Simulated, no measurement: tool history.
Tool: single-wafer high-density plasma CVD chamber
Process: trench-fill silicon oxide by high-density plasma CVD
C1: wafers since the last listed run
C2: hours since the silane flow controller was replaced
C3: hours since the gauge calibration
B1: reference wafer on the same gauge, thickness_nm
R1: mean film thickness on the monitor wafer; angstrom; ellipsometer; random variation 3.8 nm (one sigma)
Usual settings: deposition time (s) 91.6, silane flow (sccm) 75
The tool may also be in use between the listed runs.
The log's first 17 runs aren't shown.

run 18 hour=440.3 | deposition_time_(s)=91.6 silane_flow_(sccm)=75 | C1=402 C2=96 C3=568.9 | B1=748.07 | R1=7042.56
run 19 hour=460.9 | deposition_time_(s)=91.6 silane_flow_(sccm)=86 | C1=324 C2=116.6 C3=589.5 | B1=745.633 | R1=7947.67
-- hour=473.7 gauge calibrated
run 20 hour=494.1 | deposition_time_(s)=91.6 silane_flow_(sccm)=62 | C1=523 C2=149.8 C3=20.4 | B1=745.324 | R1=5981.06
run 21 hour=517.5 | deposition_time_(s)=91.6 silane_flow_(sccm)=75 | C1=368 C2=173.2 C3=43.8 | B1=748.471 | R1=7082.37
run 22 hour=547.7 | deposition_time_(s)=85.4 silane_flow_(sccm)=63 | C1=476 C2=203.4 C3=74 | B1=748.521 | R1=5703.85
run 23 hour=611.3 | deposition_time_(s)=91.6 silane_flow_(sccm)=75 | C1=1002 C2=267 C3=137.6 | B1=747.354 | R1=7115.14
run 24 hour=628 | deposition_time_(s)=73.8 silane_flow_(sccm)=80 | C1=263 C2=283.7 C3=154.3 | B1=746.274 | R1=6014.57
run 25 hour=651.5 | deposition_time_(s)=101.7 silane_flow_(sccm)=75 | C1=370 C2=307.2 C3=177.8 | B1=746.366 | R1=7804.55
run 26 hour=663.6 | deposition_time_(s)=91.6 silane_flow_(sccm)=75 | C1=190 C2=319.3 C3=189.9 | B1=745.753 | R1=7046.32
run 27 hour=690.2 | deposition_time_(s)=91.6 silane_flow_(sccm)=75 | C1=419 C2=345.9 C3=216.5 | B1=747.85 | R1=7095.64

Run 28 comes next. What will it give?
run 28 hour=708.4 | deposition_time_(s)=91.6 silane_flow_(sccm)=75 | C1=286 C2=364.1 C3=234.7 | B1=? | R1=?

Run 28 gave B1 747.383, R1 7053.99 angstrom.
Without the tool's hidden state the same run would have given R1 6991.96 angstrom.
